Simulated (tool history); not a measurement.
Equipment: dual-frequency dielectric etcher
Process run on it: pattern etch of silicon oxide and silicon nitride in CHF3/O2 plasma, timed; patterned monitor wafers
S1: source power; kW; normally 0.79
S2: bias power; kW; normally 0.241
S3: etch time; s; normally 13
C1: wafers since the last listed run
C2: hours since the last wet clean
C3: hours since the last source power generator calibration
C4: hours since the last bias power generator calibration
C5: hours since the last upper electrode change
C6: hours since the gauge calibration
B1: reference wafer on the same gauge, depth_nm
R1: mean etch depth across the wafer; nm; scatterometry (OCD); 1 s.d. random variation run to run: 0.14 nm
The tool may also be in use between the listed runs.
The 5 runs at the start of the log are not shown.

run,hour,S1,S2,S3,C1,C2,C3,C4,C5,C6,B1,R1
6,65.2,0.79,0.241,13,277,263.4,3084.4,3407.6,4371.6,229.4,24.19,22.42
7,74.8,0.79,0.241,13,200,273,3094,3417.2,4381.2,239,24.17,22.74
8,83,0.79,0.241,13,170,281.2,3102.2,3425.4,4389.4,247.2,24.26,22.38
9,90.3,0.79,0.241,13,152,288.5,3109.5,3432.7,4396.7,254.5,24.19,22.26
10,103.6,0.79,0.241,13,277,301.8,3122.8,3446,4410,267.8,24.23,22.37
11,110.2,0.79,0.241,13,137,308.4,3129.4,3452.6,4416.6,274.4,24.14,22.34
12,122.3,0.79,0.241,13,252,320.5,3141.5,3464.7,4428.7,286.5,24.19,22.56
13,129.2,0.79,0.216,14,143,327.4,3148.4,3471.6,4435.6,293.4,24.18,23.56
# hour 129.4: gauge calibrated
# hour 152.1: bias power generator calibrated
# hour 155.7: source power generator calibrated
14,166.8,0.79,0.266,13,626,365,11.1,14.7,4473.2,37.4,24.24,22.74
15,174.3,0.79,0.21,10.5,156,372.5,18.6,22.2,4480.7,44.9,24.21,17.27
16,190.5,0.79,0.241,13,337,388.7,34.8,38.4,4496.9,61.1,24.21,21.86
# hour 217.7: upper electrode replaced, of another model than before
# hour 220.9: wet clean of the chamber
17,221.4,0.89,0.21,14.5,77,0.5,65.7,69.3,3.7,92,24.23,26.09
18,221.7,0.63,0.241,13,6,0.8,66,69.6,4,92.3,24.22,20.62
19,228.5,0.79,0.216,14,141,7.6,72.8,76.4,10.8,99.1,24.15,23.63
20,237.4,0.79,0.221,11.5,185,16.5,81.7,85.3,19.7,108,24.22,19.74
21,246.5,0.85,0.241,10.5,189,25.6,90.8,94.4,28.8,117.1,24.18,19.31
22,257.2,0.89,0.21,14.5,223,36.3,101.5,105.1,39.5,127.8,24.2,25.97
23,264,0.6,0.267,16,141,43.1,108.3,111.9,46.3,134.6,24.18,25.63
24,270.2,0.61,0.283,13,129,49.3,114.5,118.1,52.5,140.8,24.15,21.38
25,281.9,0.61,0.216,15.5,243,61,126.2,129.8,64.2,152.5,24.26,22.78
26,290.3,0.65,0.214,10.5,175,69.4,134.6,138.2,72.6,160.9,24.23,16.11
27,300,0.85,0.26,11,202,79.1,144.3,147.9,82.3,170.6,24.18,20.48
28,311.1,0.88,0.241,11,231,90.2,155.4,159,93.4,181.7,24.19,20.48
29,321.9,0.9,0.222,17,225,101,166.2,169.8,104.2,192.5,24.26,30.97
30,331.4,0.79,0.27,16.5,198,110.5,175.7,179.3,113.7,202,24.24,29.98

Forecast each of these 4 alternatives for the next run:
A,331.8,0.79,0.241,16,8,110.9,176.1,179.7,114.1,202.4,?,?
B,331.8,0.6,0.202,9.5,8,110.9,176.1,179.7,114.1,202.4,?,?
C,331.8,0.79,0.203,15.5,8,110.9,176.1,179.7,114.1,202.4,?,?
D,331.8,0.67,0.185,10,8,110.9,176.1,179.7,114.1,202.4,?,?

run,B1,R1
A,24.21,28.11
B,24.21,13.63
C,24.21,25.61
D,24.21,14.73
Take away the tool's hidden state, keep each run's random variation, and the runs would have read:
run,R1
A,28.5
B,13.82
C,25.97
D,14.93
